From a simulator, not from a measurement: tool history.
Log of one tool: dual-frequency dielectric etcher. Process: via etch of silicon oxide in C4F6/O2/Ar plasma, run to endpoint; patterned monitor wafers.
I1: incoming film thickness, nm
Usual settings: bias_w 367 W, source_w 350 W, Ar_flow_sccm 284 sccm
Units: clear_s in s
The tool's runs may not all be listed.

{"run": 1, "hour": 0.0, "bias_w": 367, "source_w": 390, "Ar_flow_sccm": 284, "I1": 95.6, "clear_s": 21.7}
{"run": 2, "hour": 13.9, "bias_w": 367, "source_w": 390, "Ar_flow_sccm": 284, "I1": 97.6, "clear_s": 22.1}
{"run": 3, "hour": 21.4, "bias_w": 367, "source_w": 390, "Ar_flow_sccm": 284, "I1": 96.2, "clear_s": 21.9}
{"run": 4, "hour": 38.5, "bias_w": 367, "source_w": 350, "Ar_flow_sccm": 284, "I1": 96.2, "clear_s": 23}
{"run": 5, "hour": 55.1, "bias_w": 367, "source_w": 350, "Ar_flow_sccm": 284, "I1": 96.4, "clear_s": 23}
{"hour": 95.8, "done": "Ar flow controller replaced"}
{"run": 6, "hour": 108.3, "bias_w": 367, "source_w": 350, "Ar_flow_sccm": 284, "I1": 95.3, "clear_s": 22.4}
{"hour": 114.2, "done": "bias power generator calibrated"}
{"hour": 118.5, "done": "source power generator calibrated"}
{"run": 7, "hour": 119.0, "bias_w": 367, "source_w": 350, "Ar_flow_sccm": 284, "I1": 94.9, "clear_s": 22.3}
{"hour": 145.4, "done": "wet clean of the chamber"}
{"hour": 147.3, "done": "upper electrode replaced"}
{"run": 8, "hour": 147.8, "bias_w": 438, "source_w": 350, "Ar_flow_sccm": 254, "I1": 96.8, "clear_s": 21.4}
{"run": 9, "hour": 149.8, "bias_w": 367, "source_w": 350, "Ar_flow_sccm": 284, "I1": 95.9, "clear_s": 23.5}
{"run": 10, "hour": 164.9, "bias_w": 367, "source_w": 350, "Ar_flow_sccm": 284, "I1": 96.3, "clear_s": 23.7}
{"run": 11, "hour": 179.3, "bias_w": 367, "source_w": 350, "Ar_flow_sccm": 312, "I1": 96.5, "clear_s": 23.9}
{"run": 12, "hour": 187.9, "bias_w": 367, "source_w": 300, "Ar_flow_sccm": 284, "I1": 96.2, "clear_s": 25.5}
{"run": 13, "hour": 202.2, "bias_w": 284, "source_w": 400, "Ar_flow_sccm": 284, "I1": 96.1, "clear_s": 25.7}
{"run": 14, "hour": 214.4, "bias_w": 321, "source_w": 320, "Ar_flow_sccm": 284, "I1": 95.1, "clear_s": 26.4}
{"run": 15, "hour": 220.6, "bias_w": 278, "source_w": 410, "Ar_flow_sccm": 351, "I1": 96, "clear_s": 26}

Forecast each of these 5 alternatives for the next run:
{"run": "A", "hour": 221.0, "bias_w": 367, "source_w": 350, "Ar_flow_sccm": 284, "I1": 96.8, "clear_s": "?"}
{"run": "B", "hour": 221.0, "bias_w": 367, "source_w": 270, "Ar_flow_sccm": 284, "I1": 96.8, "clear_s": "?"}
{"run": "C", "hour": 221.0, "bias_w": 390, "source_w": 320, "Ar_flow_sccm": 322, "I1": 96.8, "clear_s": "?"}
{"run": "D", "hour": 221.0, "bias_w": 342, "source_w": 350, "Ar_flow_sccm": 284, "I1": 96.8, "clear_s": "?"}
{"run": "E", "hour": 221.0, "bias_w": 393, "source_w": 350, "Ar_flow_sccm": 284, "I1": 96.8, "clear_s": "?"}

run=A clear_s=23.8
run=B clear_s=27.2
run=C clear_s=24.3
run=D clear_s=24.8
run=E clear_s=22.9
Without the tool's hidden state the same runs would have given:
run=A clear_s=24.3
run=B clear_s=27.7
run=C clear_s=24.8
run=D clear_s=25.3
run=E clear_s=23.3

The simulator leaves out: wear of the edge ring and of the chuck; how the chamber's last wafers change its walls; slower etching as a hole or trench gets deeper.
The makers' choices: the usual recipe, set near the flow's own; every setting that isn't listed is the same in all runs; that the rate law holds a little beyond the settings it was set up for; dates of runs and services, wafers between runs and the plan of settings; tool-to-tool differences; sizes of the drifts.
